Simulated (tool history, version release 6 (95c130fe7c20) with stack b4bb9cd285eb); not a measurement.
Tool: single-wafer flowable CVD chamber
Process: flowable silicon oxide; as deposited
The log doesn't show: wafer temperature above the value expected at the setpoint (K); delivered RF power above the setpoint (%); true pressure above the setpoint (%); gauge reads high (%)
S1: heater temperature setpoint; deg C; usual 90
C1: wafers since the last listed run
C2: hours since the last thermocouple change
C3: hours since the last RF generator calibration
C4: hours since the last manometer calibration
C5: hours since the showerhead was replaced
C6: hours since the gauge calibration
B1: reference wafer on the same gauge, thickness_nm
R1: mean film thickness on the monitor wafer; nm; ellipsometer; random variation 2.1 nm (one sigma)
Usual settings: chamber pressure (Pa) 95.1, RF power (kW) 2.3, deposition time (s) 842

{"run": 1, "day": 0.0, "S1": 97, "chamber pressure (Pa)": 95.1, "RF power (kW)": 2.3, "deposition time (s)": 842, "C1": 0, "C2": 0.9, "C3": 133.1, "C4": 1547.3, "C5": 3671.7, "C6": 1169.5, "B1": 583.442, "R1": 472.321}
{"run": 2, "day": 0.529, "S1": 97, "chamber pressure (Pa)": 95.1, "RF power (kW)": 2.3, "deposition time (s)": 842, "C1": 36, "C2": 13.6, "C3": 145.8, "C4": 1560, "C5": 3684.4, "C6": 1182.2, "B1": 582.683, "R1": 470.914}
{"day": 1.358, "done": "gauge calibrated"}
{"run": 3, "day": 2.85, "S1": 97, "chamber pressure (Pa)": 95.1, "RF power (kW)": 2.3, "deposition time (s)": 842, "C1": 158, "C2": 69.3, "C3": 201.5, "C4": 1615.7, "C5": 3740.1, "C6": 35.8, "B1": 583.28, "R1": 472.569}
{"run": 4, "day": 3.442, "S1": 90, "chamber pressure (Pa)": 95.1, "RF power (kW)": 2.3, "deposition time (s)": 842, "C1": 40, "C2": 83.5, "C3": 215.7, "C4": 1629.9, "C5": 3754.3, "C6": 50, "B1": 583.826, "R1": 601.108}
{"day": 4.225, "done": "capacitance manometer re-zeroed and calibrated"}
{"run": 5, "day": 4.625, "S1": 101, "chamber pressure (Pa)": 95.1, "RF power (kW)": 2.3, "deposition time (s)": 723, "C1": 58, "C2": 111.9, "C3": 244.1, "C4": 9.6, "C5": 3782.7, "C6": 78.4, "B1": 582.526, "R1": 359.339}
{"day": 7.7, "done": "showerhead replaced, of another model than before"}
{"run": 6, "day": 8.488, "S1": 90, "chamber pressure (Pa)": 84.1, "RF power (kW)": 1.89, "deposition time (s)": 842, "C1": 241, "C2": 204.6, "C3": 336.8, "C4": 102.3, "C5": 18.9, "C6": 171.1, "B1": 582.759, "R1": 548.111}
{"run": 7, "day": 9.038, "S1": 101, "chamber pressure (Pa)": 74.7, "RF power (kW)": 1.97, "deposition time (s)": 842, "C1": 37, "C2": 217.8, "C3": 350, "C4": 115.5, "C5": 32.1, "C6": 184.3, "B1": 583.305, "R1": 360.793}
{"run": 8, "day": 9.792, "S1": 90, "chamber pressure (Pa)": 95.1, "RF power (kW)": 2.3, "deposition time (s)": 842, "C1": 51, "C2": 235.9, "C3": 368.1, "C4": 133.6, "C5": 50.2, "C6": 202.4, "B1": 583.795, "R1": 603.745}
{"run": 9, "day": 10.992, "S1": 102, "chamber pressure (Pa)": 78, "RF power (kW)": 2.3, "deposition time (s)": 842, "C1": 82, "C2": 264.7, "C3": 396.9, "C4": 162.4, "C5": 79, "C6": 231.2, "B1": 582.475, "R1": 362.984}
{"run": 10, "day": 12.367, "S1": 81, "chamber pressure (Pa)": 95.1, "RF power (kW)": 1.93, "deposition time (s)": 842, "C1": 94, "C2": 297.7, "C3": 429.9, "C4": 195.4, "C5": 112, "C6": 264.2, "B1": 582.354, "R1": 773.3}
{"run": 11, "day": 13.475, "S1": 90, "chamber pressure (Pa)": 111.2, "RF power (kW)": 1.95, "deposition time (s)": 842, "C1": 75, "C2": 324.3, "C3": 456.5, "C4": 222, "C5": 138.6, "C6": 290.8, "B1": 583.547, "R1": 655.397}
{"run": 12, "day": 14.025, "S1": 90, "chamber pressure (Pa)": 95.1, "RF power (kW)": 2.3, "deposition time (s)": 842, "C1": 37, "C2": 337.5, "C3": 469.7, "C4": 235.2, "C5": 151.8, "C6": 304, "B1": 583.832, "R1": 605.998}
{"run": 13, "day": 15.171, "S1": 90, "chamber pressure (Pa)": 95.1, "RF power (kW)": 2.3, "deposition time (s)": 842, "C1": 78, "C2": 365, "C3": 497.2, "C4": 262.7, "C5": 179.3, "C6": 331.5, "B1": 582.882, "R1": 606.544}
{"run": 14, "day": 18.029, "S1": 97, "chamber pressure (Pa)": 95.1, "RF power (kW)": 2.3, "deposition time (s)": 842, "C1": 195, "C2": 433.6, "C3": 565.8, "C4": 331.3, "C5": 247.9, "C6": 400.1, "B1": 582.244, "R1": 484.675}
{"run": 15, "day": 18.708, "S1": 90, "chamber pressure (Pa)": 95.1, "RF power (kW)": 2.3, "deposition time (s)": 842, "C1": 46, "C2": 449.9, "C3": 582.1, "C4": 347.6, "C5": 264.2, "C6": 416.4, "B1": 582.71, "R1": 607.181}
{"run": 16, "day": 19.471, "S1": 90, "chamber pressure (Pa)": 95.1, "RF power (kW)": 2.3, "deposition time (s)": 842, "C1": 52, "C2": 468.2, "C3": 600.4, "C4": 365.9, "C5": 282.5, "C6": 434.7, "B1": 583.107, "R1": 614.251}
{"run": 17, "day": 20.404, "S1": 82, "chamber pressure (Pa)": 95.1, "RF power (kW)": 2.3, "deposition time (s)": 842, "C1": 63, "C2": 490.6, "C3": 622.8, "C4": 388.3, "C5": 304.9, "C6": 457.1, "B1": 583.275, "R1": 774.774}
{"run": 18, "day": 21.175, "S1": 90, "chamber pressure (Pa)": 116.9, "RF power (kW)": 2.3, "deposition time (s)": 842, "C1": 52, "C2": 509.1, "C3": 641.3, "C4": 406.8, "C5": 323.4, "C6": 475.6, "B1": 582.863, "R1": 692.057}
{"run": 19, "day": 22.171, "S1": 90, "chamber pressure (Pa)": 101.5, "RF power (kW)": 2.3, "deposition time (s)": 842, "C1": 68, "C2": 533, "C3": 665.2, "C4": 430.7, "C5": 347.3, "C6": 499.5, "B1": 583.256, "R1": 638.103}
{"run": 20, "day": 23.6, "S1": 83, "chamber pressure (Pa)": 74.9, "RF power (kW)": 2.595, "deposition time (s)": 708, "C1": 97, "C2": 567.3, "C3": 699.5, "C4": 465, "C5": 381.6, "C6": 533.8, "B1": 582.645, "R1": 561.917}

Run 21 comes next. What will it give?
{"run": 21, "day": 24.158, "S1": 90, "chamber pressure (Pa)": 95.1, "RF power (kW)": 2.125, "deposition time (s)": 842, "C1": 38, "C2": 580.7, "C3": 712.9, "C4": 478.4, "C5": 395, "C6": 547.2, "B1": "?", "R1": "?"}

Run 21 gave B1 583.993, R1 601.891 nm.
Without the tool's hidden state the same run would have given R1 591.69 nm.
